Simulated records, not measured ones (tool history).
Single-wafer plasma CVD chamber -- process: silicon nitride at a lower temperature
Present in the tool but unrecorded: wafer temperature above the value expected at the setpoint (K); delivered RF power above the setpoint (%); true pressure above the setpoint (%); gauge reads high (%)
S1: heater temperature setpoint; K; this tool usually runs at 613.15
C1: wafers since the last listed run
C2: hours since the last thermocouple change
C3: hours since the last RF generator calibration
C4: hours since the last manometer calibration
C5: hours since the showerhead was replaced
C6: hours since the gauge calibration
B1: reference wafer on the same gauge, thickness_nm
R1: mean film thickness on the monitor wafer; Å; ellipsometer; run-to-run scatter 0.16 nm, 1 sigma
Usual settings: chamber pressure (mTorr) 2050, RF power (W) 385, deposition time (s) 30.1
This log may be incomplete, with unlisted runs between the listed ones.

run 1 day=0.000 | S1=613.15 chamber_pressure_(mTorr)=1740 RF_power_(W)=420 deposition_time_(s)=30.1 | C1=0 C2=2679.8 C3=1707.0 C4=968.2 C5=8506.8 C6=653.2 | B1=36.099 | R1=452.65
run 2 day=1.246 | S1=613.15 chamber_pressure_(mTorr)=1740 RF_power_(W)=420 deposition_time_(s)=30.1 | C1=1071 C2=2709.7 C3=1736.9 C4=998.1 C5=8536.7 C6=683.1 | B1=36.002 | R1=448.19
-- day=2.712 RF generator calibrated
run 3 day=2.733 | S1=613.15 chamber_pressure_(mTorr)=2380 RF_power_(W)=335 deposition_time_(s)=30.1 | C1=993 C2=2745.4 C3=0.5 C4=1033.8 C5=8572.4 C6=718.8 | B1=35.926 | R1=422.99
run 4 day=3.221 | S1=613.15 chamber_pressure_(mTorr)=1890 RF_power_(W)=385 deposition_time_(s)=26.5 | C1=419 C2=2757.1 C3=12.2 C4=1045.5 C5=8584.1 C6=730.5 | B1=35.906 | R1=382.24
run 5 day=4.388 | S1=613.15 chamber_pressure_(mTorr)=1890 RF_power_(W)=385 deposition_time_(s)=26.5 | C1=1003 C2=2785.1 C3=40.2 C4=1073.5 C5=8612.1 C6=758.5 | B1=35.817 | R1=384.59
run 6 day=5.325 | S1=613.15 chamber_pressure_(mTorr)=1890 RF_power_(W)=385 deposition_time_(s)=26.5 | C1=806 C2=2807.6 C3=62.7 C4=1096.0 C5=8634.6 C6=781.0 | B1=35.753 | R1=381.83
-- day=5.638 gauge calibrated
run 7 day=5.854 | S1=600.15 chamber_pressure_(mTorr)=2380 RF_power_(W)=450 deposition_time_(s)=30.1 | C1=455 C2=2820.3 C3=75.4 C4=1108.7 C5=8647.3 C6=5.2 | B1=37.101 | R1=509.56
run 8 day=7.042 | S1=613.15 chamber_pressure_(mTorr)=2050 RF_power_(W)=385 deposition_time_(s)=30.1 | C1=1021 C2=2848.8 C3=103.9 C4=1137.2 C5=8675.8 C6=33.7 | B1=37.086 | R1=459.58
run 9 day=8.392 | S1=604.15 chamber_pressure_(mTorr)=2050 RF_power_(W)=335 deposition_time_(s)=30.1 | C1=1161 C2=2881.2 C3=136.3 C4=1169.6 C5=8708.2 C6=66.1 | B1=37.060 | R1=427.54
run 10 day=9.771 | S1=613.15 chamber_pressure_(mTorr)=2050 RF_power_(W)=425 deposition_time_(s)=26.7 | C1=1186 C2=2914.3 C3=169.4 C4=1202.7 C5=8741.3 C6=99.2 | B1=37.058 | R1=427.52
run 11 day=10.379 | S1=613.15 chamber_pressure_(mTorr)=1660 RF_power_(W)=385 deposition_time_(s)=27.4 | C1=523 C2=2928.9 C3=184.0 C4=1217.3 C5=8755.9 C6=113.8 | B1=37.055 | R1=400.75
-- day=10.967 thermocouple changed; heater temperature recalibrated
run 12 day=10.988 | S1=620.15 chamber_pressure_(mTorr)=2300 RF_power_(W)=350 deposition_time_(s)=33.2 | C1=236 C2=0.5 C3=198.6 C4=1231.9 C5=8770.5 C6=128.4 | B1=37.052 | R1=489.57
run 13 day=11.667 | S1=613.15 chamber_pressure_(mTorr)=1680 RF_power_(W)=385 deposition_time_(s)=34.5 | C1=584 C2=16.8 C3=214.9 C4=1248.2 C5=8786.8 C6=144.7 | B1=37.042 | R1=506.05
run 14 day=12.462 | S1=613.15 chamber_pressure_(mTorr)=1680 RF_power_(W)=385 deposition_time_(s)=34.5 | C1=684 C2=35.9 C3=234.0 C4=1267.3 C5=8805.9 C6=163.8 | B1=37.036 | R1=504.85

For run 15, what comes out?
-- day=13.154 capacitance manometer re-zeroed and calibrated
run 15 day=13.354 | S1=626.15 chamber_pressure_(mTorr)=2220 RF_power_(W)=385 deposition_time_(s)=24.3 | C1=480 C2=57.3 C3=255.4 C4=4.8 C5=8827.3 C6=185.2 | B1=? | R1=?

{"run 15": {"B1": 37.025, "R1": 370.52}}
Minus the tool's unlogged condition, the same run would have read R1 370.32 Å.

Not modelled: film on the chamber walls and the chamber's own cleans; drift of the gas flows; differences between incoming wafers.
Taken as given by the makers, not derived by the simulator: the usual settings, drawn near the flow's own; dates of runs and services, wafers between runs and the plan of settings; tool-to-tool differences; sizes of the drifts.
